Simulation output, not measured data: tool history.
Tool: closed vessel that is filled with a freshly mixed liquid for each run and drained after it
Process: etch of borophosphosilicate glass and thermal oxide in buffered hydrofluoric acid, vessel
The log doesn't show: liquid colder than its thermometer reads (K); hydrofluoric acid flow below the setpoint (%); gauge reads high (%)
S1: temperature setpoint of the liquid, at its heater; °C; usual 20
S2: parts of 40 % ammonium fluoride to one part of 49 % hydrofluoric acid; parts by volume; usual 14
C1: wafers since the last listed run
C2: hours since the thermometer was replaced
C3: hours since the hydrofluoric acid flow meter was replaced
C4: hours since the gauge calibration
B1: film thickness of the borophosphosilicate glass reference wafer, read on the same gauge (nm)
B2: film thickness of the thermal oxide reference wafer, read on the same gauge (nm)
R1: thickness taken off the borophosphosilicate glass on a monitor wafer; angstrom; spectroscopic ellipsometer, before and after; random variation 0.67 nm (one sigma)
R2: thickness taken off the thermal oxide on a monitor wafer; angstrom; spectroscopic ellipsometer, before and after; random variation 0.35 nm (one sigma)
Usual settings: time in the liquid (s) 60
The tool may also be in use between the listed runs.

run 1 day=0 | S1=17 S2=11 time_in_the_liquid_(s)=30 | C1=0 C2=366 C3=724.7 C4=991.2 | B1=100 B2=99.95 | R1=576.3 R2=195.6
run 2 day=4.029 | S1=25 S2=12.5 time_in_the_liquid_(s)=60 | C1=10790 C2=462.7 C3=821.4 C4=1087.9 | B1=100 B2=100.01 | R1=1576.1 R2=535.5
-- day=6.142 hydrofluoric acid flow meter replaced
run 3 day=8.317 | S1=20 S2=14 time_in_the_liquid_(s)=60 | C1=11370 C2=565.6 C3=52.2 C4=1190.8 | B1=99.99 B2=99.98 | R1=1078.3 R2=364.2
run 4 day=11.088 | S1=20 S2=12.5 time_in_the_liquid_(s)=70 | C1=7420 C2=632.1 C3=118.7 C4=1257.3 | B1=99.99 B2=99.99 | R1=1399 R2=471.4
run 5 day=15.188 | S1=24.5 S2=19 time_in_the_liquid_(s)=35 | C1=10980 C2=730.5 C3=217.1 C4=1355.7 | B1=100.01 B2=100.02 | R1=587.4 R2=206
run 6 day=19.512 | S1=18.5 S2=16.5 time_in_the_liquid_(s)=70 | C1=11582 C2=834.3 C3=320.9 C4=1459.5 | B1=99.99 B2=100.02 | R1=987.8 R2=337
run 7 day=23.338 | S1=20 S2=18 time_in_the_liquid_(s)=70 | C1=10243 C2=926.1 C3=412.7 C4=1551.3 | B1=100.02 B2=99.98 | R1=985.8 R2=332.3
run 8 day=26.746 | S1=23 S2=17.5 time_in_the_liquid_(s)=75 | C1=9127 C2=1007.9 C3=494.5 C4=1633.1 | B1=100 B2=100.04 | R1=1265 R2=440
run 9 day=30.196 | S1=23 S2=16.5 time_in_the_liquid_(s)=60 | C1=9239 C2=1090.7 C3=577.3 C4=1715.9 | B1=99.99 B2=100.02 | R1=1081.6 R2=368.5
run 10 day=32.912 | S1=20 S2=14 time_in_the_liquid_(s)=40 | C1=7275 C2=1155.9 C3=642.5 C4=1781.1 | B1=99.99 B2=100 | R1=719.4 R2=243.5
run 11 day=36.921 | S1=20 S2=14 time_in_the_liquid_(s)=60 | C1=10734 C2=1252.1 C3=738.7 C4=1877.3 | B1=100 B2=100 | R1=1070.5 R2=362.8
-- day=40.346 hydrofluoric acid flow meter replaced
run 12 day=41.408 | S1=22.5 S2=14 time_in_the_liquid_(s)=30 | C1=11906 C2=1359.8 C3=25.5 C4=1985 | B1=100.01 B2=99.99 | R1=611.7 R2=212.9
-- day=43.308 gauge calibrated
run 13 day=45.296 | S1=20 S2=14 time_in_the_liquid_(s)=60 | C1=10411 C2=1453.1 C3=118.8 C4=47.7 | B1=99.98 B2=99.99 | R1=1085.3 R2=366.5

Forecast run 14:
run 14 day=48.688 | S1=17 S2=16.5 time_in_the_liquid_(s)=45 | C1=9083 C2=1534.5 C3=200.2 C4=129.1 | B1=? B2=? | R1=? R2=?

Run 14 gave B1 100, B2 100.03, R1 581.9 angstrom, R2 198.6 angstrom.
Without the tool's hidden state the same run would have given R1 581.9 angstrom, R2 198.6 angstrom.

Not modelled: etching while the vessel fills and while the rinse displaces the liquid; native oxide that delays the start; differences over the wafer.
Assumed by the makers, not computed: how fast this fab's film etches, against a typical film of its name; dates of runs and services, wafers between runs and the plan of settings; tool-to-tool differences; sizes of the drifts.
